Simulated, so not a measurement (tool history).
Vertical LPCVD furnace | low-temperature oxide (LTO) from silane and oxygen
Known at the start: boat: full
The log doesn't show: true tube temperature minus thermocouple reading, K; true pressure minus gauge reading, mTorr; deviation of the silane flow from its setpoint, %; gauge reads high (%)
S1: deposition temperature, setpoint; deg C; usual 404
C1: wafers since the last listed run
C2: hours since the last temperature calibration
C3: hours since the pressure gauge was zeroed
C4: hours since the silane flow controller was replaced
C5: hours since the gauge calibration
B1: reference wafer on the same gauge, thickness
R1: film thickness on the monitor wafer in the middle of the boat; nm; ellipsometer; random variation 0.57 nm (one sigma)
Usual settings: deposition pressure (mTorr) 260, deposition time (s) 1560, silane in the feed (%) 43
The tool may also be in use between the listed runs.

{"run": 1, "day": 0.0, "S1": 404, "deposition pressure (mTorr)": 260, "deposition time (s)": 1560, "silane in the feed (%)": 43, "C1": 0, "C2": 4178.9, "C3": 3628.6, "C4": 5294.5, "C5": 3, "B1": 424.9, "R1": 358.6}
{"run": 2, "day": 0.908, "S1": 404, "deposition pressure (mTorr)": 300, "deposition time (s)": 1560, "silane in the feed (%)": 38, "C1": 346, "C2": 4200.7, "C3": 3650.4, "C4": 5316.3, "C5": 24.8, "B1": 424.91, "R1": 360.7}
{"run": 3, "day": 1.567, "S1": 404, "deposition pressure (mTorr)": 260, "deposition time (s)": 1560, "silane in the feed (%)": 43, "C1": 251, "C2": 4216.5, "C3": 3666.2, "C4": 5332.1, "C5": 40.6, "B1": 424.86, "R1": 358.37}
{"run": 4, "day": 2.408, "S1": 404, "deposition pressure (mTorr)": 260, "deposition time (s)": 1560, "silane in the feed (%)": 43, "C1": 321, "C2": 4236.7, "C3": 3686.4, "C4": 5352.3, "C5": 60.8, "B1": 425.15, "R1": 358.29}
{"run": 5, "day": 3.412, "S1": 404, "deposition pressure (mTorr)": 260, "deposition time (s)": 1560, "silane in the feed (%)": 43, "C1": 383, "C2": 4260.8, "C3": 3710.5, "C4": 5376.4, "C5": 84.9, "B1": 425.06, "R1": 358.7}
{"run": 6, "day": 4.304, "S1": 404, "deposition pressure (mTorr)": 260, "deposition time (s)": 1560, "silane in the feed (%)": 43, "C1": 340, "C2": 4282.2, "C3": 3731.9, "C4": 5397.8, "C5": 106.3, "B1": 424.95, "R1": 358.28}
{"day": 5.446, "done": "thermocouples replaced and temperature profile calibrated"}
{"run": 7, "day": 5.596, "S1": 404, "deposition pressure (mTorr)": 260, "deposition time (s)": 1560, "silane in the feed (%)": 45, "C1": 111, "C2": 3.6, "C3": 3762.9, "C4": 5428.8, "C5": 137.3, "B1": 424.92, "R1": 375.87}
{"day": 7.154, "done": "silane flow controller replaced"}
{"run": 8, "day": 7.175, "S1": 394, "deposition pressure (mTorr)": 260, "deposition time (s)": 1560, "silane in the feed (%)": 43, "C1": 221, "C2": 41.5, "C3": 3800.8, "C4": 0.5, "C5": 175.2, "B1": 425.01, "R1": 321.7}
{"run": 9, "day": 8.392, "S1": 395, "deposition pressure (mTorr)": 260, "deposition time (s)": 2010, "silane in the feed (%)": 45, "C1": 464, "C2": 70.7, "C3": 3830, "C4": 29.7, "C5": 204.4, "B1": 425.16, "R1": 439.86}
{"run": 10, "day": 9.467, "S1": 410, "deposition pressure (mTorr)": 300, "deposition time (s)": 1170, "silane in the feed (%)": 48, "C1": 410, "C2": 96.5, "C3": 3855.8, "C4": 55.5, "C5": 230.2, "B1": 424.89, "R1": 370.22}
{"run": 11, "day": 10.25, "S1": 404, "deposition pressure (mTorr)": 260, "deposition time (s)": 1560, "silane in the feed (%)": 43, "C1": 299, "C2": 115.3, "C3": 3874.6, "C4": 74.3, "C5": 249, "B1": 425.23, "R1": 359.21}
{"day": 11.646, "done": "pressure gauge zeroed"}
{"day": 11.929, "done": "gauge calibrated"}
{"run": 12, "day": 14.3, "S1": 410, "deposition pressure (mTorr)": 260, "deposition time (s)": 1560, "silane in the feed (%)": 50, "C1": 1164, "C2": 212.5, "C3": 63.7, "C4": 171.5, "C5": 56.9, "B1": 425.02, "R1": 463.92}
{"run": 13, "day": 15.133, "S1": 411, "deposition pressure (mTorr)": 260, "deposition time (s)": 1380, "silane in the feed (%)": 43, "C1": 318, "C2": 232.5, "C3": 83.7, "C4": 191.5, "C5": 76.9, "B1": 424.97, "R1": 360.35}
{"run": 14, "day": 16.292, "S1": 415, "deposition pressure (mTorr)": 210, "deposition time (s)": 2130, "silane in the feed (%)": 39, "C1": 442, "C2": 260.3, "C3": 111.5, "C4": 219.3, "C5": 104.7, "B1": 424.86, "R1": 419.29}
{"run": 15, "day": 17.267, "S1": 404, "deposition pressure (mTorr)": 260, "deposition time (s)": 1560, "silane in the feed (%)": 43, "C1": 372, "C2": 283.7, "C3": 134.9, "C4": 242.7, "C5": 128.1, "B1": 425.22, "R1": 377.42}

The same runs without the tool's hidden state, with the same run-to-run variation:
run=1 R1=377.33
run=2 R1=376.94
run=3 R1=377.12
run=4 R1=377.06
run=5 R1=377.51
run=6 R1=377.08
run=7 R1=395.62
run=8 R1=338.64
run=9 R1=463.04
run=10 R1=387.02
run=11 R1=378.17
run=12 R1=462.19
run=13 R1=359.29
run=14 R1=418.35
run=15 R1=377.07
